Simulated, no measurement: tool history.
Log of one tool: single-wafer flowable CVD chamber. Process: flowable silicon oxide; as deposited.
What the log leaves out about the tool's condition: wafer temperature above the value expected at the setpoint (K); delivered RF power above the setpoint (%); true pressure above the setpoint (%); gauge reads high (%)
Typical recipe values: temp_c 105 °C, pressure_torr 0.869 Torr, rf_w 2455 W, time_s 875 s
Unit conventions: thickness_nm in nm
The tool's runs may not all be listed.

| run | day | temp_c | pressure_torr | rf_w | time_s | wafers since the last listed run | hours since the last thermocouple change | hours since the last RF generator calibration | hours since the last manometer calibration | hours since the showerhead was replaced | hours since the gauge calibration | read-back reference wafer on the same gauge, thickness_nm | thickness_nm |
|---|---|---|---|---|---|---|---|---|---|---|---|---|---|
| 1 | 0.000 | 115 | 0.869 | 2455 | 875 | 0 | 1075.8 | 1805.4 | 1590.9 | 4538.3 | 722.4 | 533.439 | 392.020 |
| 2 | 1.912 | 115 | 0.869 | 2455 | 875 | 142 | 1121.7 | 1851.3 | 1636.8 | 4584.2 | 768.3 | 533.085 | 392.522 |
| 3 | 3.421 | 115 | 0.869 | 2455 | 875 | 112 | 1157.9 | 1887.5 | 1673.0 | 4620.4 | 804.5 | 533.899 | 395.154 |
| 4 | 4.925 | 105 | 0.727 | 2810 | 875 | 111 | 1194.0 | 1923.6 | 1709.1 | 4656.5 | 840.6 | 534.864 | 454.989 |
| 5 | 9.325 | 105 | 0.869 | 2455 | 922 | 327 | 1299.6 | 2029.2 | 1814.7 | 4762.1 | 946.2 | 533.863 | 553.094 |
| 6 | 11.342 | 113 | 0.869 | 2140 | 875 | 150 | 1348.0 | 2077.6 | 1863.1 | 4810.5 | 994.6 | 534.612 | 403.922 |
|  | 12.438 | gauge calibrated |
| 7 | 13.629 | 113 | 0.869 | 2140 | 875 | 170 | 1402.9 | 2132.5 | 1918.0 | 4865.4 | 28.6 | 534.563 | 407.670 |
| 8 | 18.033 | 105 | 0.869 | 2455 | 1039 | 327 | 1508.6 | 2238.2 | 2023.7 | 4971.1 | 134.3 | 533.652 | 627.005 |
|  | 19.146 | showerhead replaced |
|  | 19.892 | thermocouple changed; heater temperature recalibrated |
| 9 | 19.908 | 99 | 0.760 | 2645 | 750 | 89 | 0.4 | 2283.2 | 2068.7 | 18.3 | 179.3 | 533.086 | 446.282 |
| 10 | 21.638 | 105 | 1.050 | 2455 | 875 | 128 | 41.9 | 2324.7 | 2110.2 | 59.8 | 220.8 | 534.751 | 578.453 |
| 11 | 25.154 | 105 | 0.958 | 2200 | 875 | 261 | 126.3 | 2409.1 | 2194.6 | 144.2 | 305.2 | 534.068 | 529.308 |
|  | 26.204 | capacitance manometer re-zeroed and calibrated |
|  | 27.038 | RF generator calibrated |
| 12 | 28.217 | 105 | 0.869 | 2455 | 1039 | 178 | 199.8 | 28.3 | 48.3 | 217.7 | 378.7 | 533.473 | 590.181 |
| 13 | 32.088 | 105 | 0.869 | 1995 | 875 | 288 | 292.7 | 121.2 | 141.2 | 310.6 | 471.6 | 534.508 | 477.510 |
| 14 | 35.612 | 115 | 0.869 | 2300 | 875 | 262 | 377.3 | 205.8 | 225.8 | 395.2 | 556.2 | 533.860 | 374.844 |
| 15 | 37.658 | 105 | 0.869 | 2455 | 875 | 152 | 426.4 | 254.9 | 274.9 | 444.3 | 605.3 | 533.997 | 511.678 |

Here are 3 independent what-if runs from the current tool condition. What would each one return?
| A | 37.683 | 105 | 0.869 | 2455 | 875 | 1 | 427.0 | 255.5 | 275.5 | 444.9 | 605.9 | ? | ? |
| B | 37.683 | 105 | 0.983 | 2895 | 875 | 1 | 427.0 | 255.5 | 275.5 | 444.9 | 605.9 | ? | ? |
| C | 37.683 | 99 | 0.989 | 2125 | 1044 | 1 | 427.0 | 255.5 | 275.5 | 444.9 | 605.9 | ? | ? |

| run | read-back reference wafer on the same gauge, thickness_nm | thickness_nm |
|---|---|---|
| A | 534.449 | 511.475 |
| B | 534.449 | 585.871 |
| C | 534.449 | 796.720 |
Had the tool no hidden state, the same runs would have come out as:
| run | thickness_nm |
|---|---|
| A | 492.766 |
| B | 564.441 |
| C | 768.434 |

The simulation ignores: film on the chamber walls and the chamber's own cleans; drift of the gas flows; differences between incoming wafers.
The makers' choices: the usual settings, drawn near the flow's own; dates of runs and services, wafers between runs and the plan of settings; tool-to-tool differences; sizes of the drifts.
